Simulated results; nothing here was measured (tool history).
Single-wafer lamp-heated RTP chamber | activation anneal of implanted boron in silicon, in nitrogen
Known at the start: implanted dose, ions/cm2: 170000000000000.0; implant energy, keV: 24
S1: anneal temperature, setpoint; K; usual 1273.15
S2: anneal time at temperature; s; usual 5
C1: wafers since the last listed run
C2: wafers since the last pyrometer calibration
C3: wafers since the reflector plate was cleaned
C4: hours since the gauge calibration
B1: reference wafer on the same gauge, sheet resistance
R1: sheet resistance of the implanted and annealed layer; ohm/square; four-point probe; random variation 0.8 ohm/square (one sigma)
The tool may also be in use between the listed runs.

{"run": 1, "hour": 0.0, "S1": 1273.15, "S2": 3, "C1": 0, "C2": 2133, "C3": 3040, "C4": 1316.0, "B1": 534.4, "R1": 530.85}
{"run": 2, "hour": 62.6, "S1": 1273.15, "S2": 3, "C1": 1179, "C2": 3312, "C3": 4219, "C4": 1378.6, "B1": 534.19, "R1": 530.72}
{"run": 3, "hour": 135.2, "S1": 1273.15, "S2": 3, "C1": 1367, "C2": 4679, "C3": 5587, "C4": 1451.2, "B1": 533.67, "R1": 530.53}
{"hour": 189.1, "done": "reflector plate cleaned"}
{"hour": 195.1, "done": "pyrometer window cleaned and pyrometer calibrated"}
{"run": 4, "hour": 235.5, "S1": 1273.15, "S2": 5, "C1": 1626, "C2": 761, "C3": 761, "C4": 1551.5, "B1": 534.39, "R1": 530.57}
{"run": 5, "hour": 341.6, "S1": 1273.15, "S2": 5, "C1": 1998, "C2": 2760, "C3": 2760, "C4": 1657.6, "B1": 533.93, "R1": 530.04}
{"run": 6, "hour": 430.1, "S1": 1293.15, "S2": 5, "C1": 1667, "C2": 4427, "C3": 4427, "C4": 1746.1, "B1": 533.79, "R1": 526.58}
{"hour": 488.9, "done": "reflector plate cleaned"}
{"run": 7, "hour": 489.4, "S1": 1273.15, "S2": 5, "C1": 966, "C2": 5394, "C3": 9, "C4": 1805.4, "B1": 533.9, "R1": 529.65}
{"hour": 542.3, "done": "gauge calibrated"}
{"hour": 555.2, "done": "pyrometer window cleaned and pyrometer calibrated"}
{"run": 8, "hour": 580.4, "S1": 1273.15, "S2": 5, "C1": 1563, "C2": 475, "C3": 1572, "C4": 38.1, "B1": 534.1, "R1": 529.23}
{"run": 9, "hour": 639.4, "S1": 1273.15, "S2": 5, "C1": 1111, "C2": 1586, "C3": 2684, "C4": 97.1, "B1": 533.75, "R1": 530.22}
{"run": 10, "hour": 731.1, "S1": 1273.15, "S2": 5, "C1": 1727, "C2": 3313, "C3": 4411, "C4": 188.8, "B1": 534.39, "R1": 529.69}
{"run": 11, "hour": 804.0, "S1": 1273.15, "S2": 5, "C1": 1373, "C2": 4687, "C3": 5785, "C4": 261.7, "B1": 534.36, "R1": 529.17}
{"hour": 842.5, "done": "reflector plate cleaned"}
{"hour": 910.4, "done": "pyrometer window cleaned and pyrometer calibrated"}
{"run": 12, "hour": 910.9, "S1": 1292.15, "S2": 5, "C1": 1712, "C2": 10, "C3": 1137, "C4": 368.6, "B1": 534.49, "R1": 528.11}
{"run": 13, "hour": 983.5, "S1": 1247.15, "S2": 3, "C1": 1367, "C2": 1377, "C3": 2505, "C4": 441.2, "B1": 533.86, "R1": 548.77}
{"run": 14, "hour": 1059.3, "S1": 1299.15, "S2": 4, "C1": 1427, "C2": 2805, "C3": 3933, "C4": 517.0, "B1": 533.95, "R1": 526.39}
{"run": 15, "hour": 1123.6, "S1": 1300.15, "S2": 4, "C1": 1211, "C2": 4016, "C3": 5144, "C4": 581.3, "B1": 534.01, "R1": 525.76}
{"run": 16, "hour": 1161.6, "S1": 1273.15, "S2": 5, "C1": 715, "C2": 4732, "C3": 5860, "C4": 619.3, "B1": 534.31, "R1": 528.71}
{"hour": 1198.5, "done": "pyrometer window cleaned and pyrometer calibrated"}
{"hour": 1207.7, "done": "reflector plate cleaned"}
{"run": 17, "hour": 1239.3, "S1": 1273.15, "S2": 7, "C1": 1162, "C2": 617, "C3": 595, "C4": 697.0, "B1": 534.01, "R1": 531.17}
{"run": 18, "hour": 1336.6, "S1": 1286.15, "S2": 8, "C1": 1832, "C2": 2450, "C3": 2428, "C4": 794.3, "B1": 533.64, "R1": 526.01}
{"run": 19, "hour": 1386.7, "S1": 1273.15, "S2": 8, "C1": 943, "C2": 3394, "C3": 3372, "C4": 844.4, "B1": 533.62, "R1": 528.3}
{"run": 20, "hour": 1432.0, "S1": 1246.15, "S2": 5, "C1": 853, "C2": 4247, "C3": 4225, "C4": 889.7, "B1": 534.06, "R1": 540.65}
{"hour": 1520.5, "done": "pyrometer window cleaned and pyrometer calibrated"}
{"run": 21, "hour": 1523.9, "S1": 1273.15, "S2": 5, "C1": 1580, "C2": 63, "C3": 5806, "C4": 981.6, "B1": 533.79, "R1": 531.97}
{"hour": 1553.1, "done": "reflector plate cleaned"}
{"run": 22, "hour": 1600.1, "S1": 1273.15, "S2": 5, "C1": 1284, "C2": 1348, "C3": 885, "C4": 1057.8, "B1": 534.01, "R1": 531.21}

Forecast each of these 5 alternatives for the next run:
{"run": "A", "hour": 1600.5, "S1": 1283.15, "S2": 5, "C1": 7, "C2": 1356, "C3": 893, "C4": 1058.2, "B1": "?", "R1": "?"}
{"run": "B", "hour": 1600.5, "S1": 1257.15, "S2": 8, "C1": 7, "C2": 1356, "C3": 893, "C4": 1058.2, "B1": "?", "R1": "?"}
{"run": "C", "hour": 1600.5, "S1": 1298.15, "S2": 3, "C1": 7, "C2": 1356, "C3": 893, "C4": 1058.2, "B1": "?", "R1": "?"}
{"run": "D", "hour": 1600.5, "S1": 1283.15, "S2": 6, "C1": 7, "C2": 1356, "C3": 893, "C4": 1058.2, "B1": "?", "R1": "?"}
{"run": "E", "hour": 1600.5, "S1": 1284.15, "S2": 6, "C1": 7, "C2": 1356, "C3": 893, "C4": 1058.2, "B1": "?", "R1": "?"}

run=A B1=533.85 R1=528.45
run=B B1=533.85 R1=536.75
run=C B1=533.85 R1=527.46
run=D B1=533.85 R1=528.12
run=E B1=533.85 R1=527.97
Without the tool's hidden state the same runs would have given:
run=A R1=529.02
run=B R1=538.99
run=C R1=527.70
run=D R1=528.66
run=E R1=528.48
